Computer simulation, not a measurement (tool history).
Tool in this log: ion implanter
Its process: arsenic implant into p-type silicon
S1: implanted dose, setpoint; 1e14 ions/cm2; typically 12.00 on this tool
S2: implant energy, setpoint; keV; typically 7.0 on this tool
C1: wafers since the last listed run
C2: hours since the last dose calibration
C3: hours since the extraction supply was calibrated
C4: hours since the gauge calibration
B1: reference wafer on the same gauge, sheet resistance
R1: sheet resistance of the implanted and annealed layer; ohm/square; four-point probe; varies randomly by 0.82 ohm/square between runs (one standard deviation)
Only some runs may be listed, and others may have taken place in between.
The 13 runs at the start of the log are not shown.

{"run": 14, "hour": 1205.0, "S1": 9.99, "S2": 7.0, "C1": 1628, "C2": 1461.4, "C3": 2228.1, "C4": 2477.6, "B1": 159.79, "R1": 151.96}
{"run": 15, "hour": 1251.5, "S1": 9.99, "S2": 7.0, "C1": 982, "C2": 1507.9, "C3": 2274.6, "C4": 2524.1, "B1": 159.46, "R1": 151.8}
{"run": 16, "hour": 1287.9, "S1": 12.0, "S2": 7.0, "C1": 768, "C2": 1544.3, "C3": 2311.0, "C4": 2560.5, "B1": 159.63, "R1": 142.46}
{"hour": 1359.1, "done": "extraction supply calibrated"}
{"run": 17, "hour": 1394.5, "S1": 12.0, "S2": 7.0, "C1": 2083, "C2": 1650.9, "C3": 35.4, "C4": 2667.1, "B1": 159.1, "R1": 140.54}
{"hour": 1431.9, "done": "Faraday cup replaced and dose calibrated"}
{"run": 18, "hour": 1469.6, "S1": 12.0, "S2": 7.0, "C1": 1417, "C2": 37.7, "C3": 110.5, "C4": 2742.2, "B1": 158.94, "R1": 141.69}
{"run": 19, "hour": 1534.1, "S1": 9.01, "S2": 6.0, "C1": 1362, "C2": 102.2, "C3": 175.0, "C4": 2806.7, "B1": 158.72, "R1": 161.83}
{"hour": 1604.9, "done": "gauge calibrated"}
{"run": 20, "hour": 1633.2, "S1": 9.99, "S2": 7.0, "C1": 2093, "C2": 201.3, "C3": 274.1, "C4": 28.3, "B1": 164.75, "R1": 156.04}
{"run": 21, "hour": 1702.9, "S1": 12.0, "S2": 7.0, "C1": 1472, "C2": 271.0, "C3": 343.8, "C4": 98.0, "B1": 164.7, "R1": 146.8}
{"run": 22, "hour": 1791.9, "S1": 10.64, "S2": 8.0, "C1": 1880, "C2": 360.0, "C3": 432.8, "C4": 187.0, "B1": 164.62, "R1": 151.89}
{"run": 23, "hour": 1858.3, "S1": 13.85, "S2": 5.0, "C1": 1402, "C2": 426.4, "C3": 499.2, "C4": 253.4, "B1": 164.97, "R1": 145.29}
{"run": 24, "hour": 2102.7, "S1": 14.95, "S2": 7.0, "C1": 5163, "C2": 670.8, "C3": 743.6, "C4": 497.8, "B1": 164.77, "R1": 137.16}
{"run": 25, "hour": 2171.6, "S1": 13.33, "S2": 7.5, "C1": 1455, "C2": 739.7, "C3": 812.5, "C4": 566.7, "B1": 164.56, "R1": 140.33}

The next listed run, before its measurement:
{"run": 26, "hour": 2272.3, "S1": 9.66, "S2": 9.5, "C1": 2127, "C2": 840.4, "C3": 913.2, "C4": 667.4, "B1": "?", "R1": "?"}

Run 26 produced B1 164.57, R1 152.82 ohm/square.
Minus the tool's unlogged condition, the same run would have read R1 152.31 ohm/square.
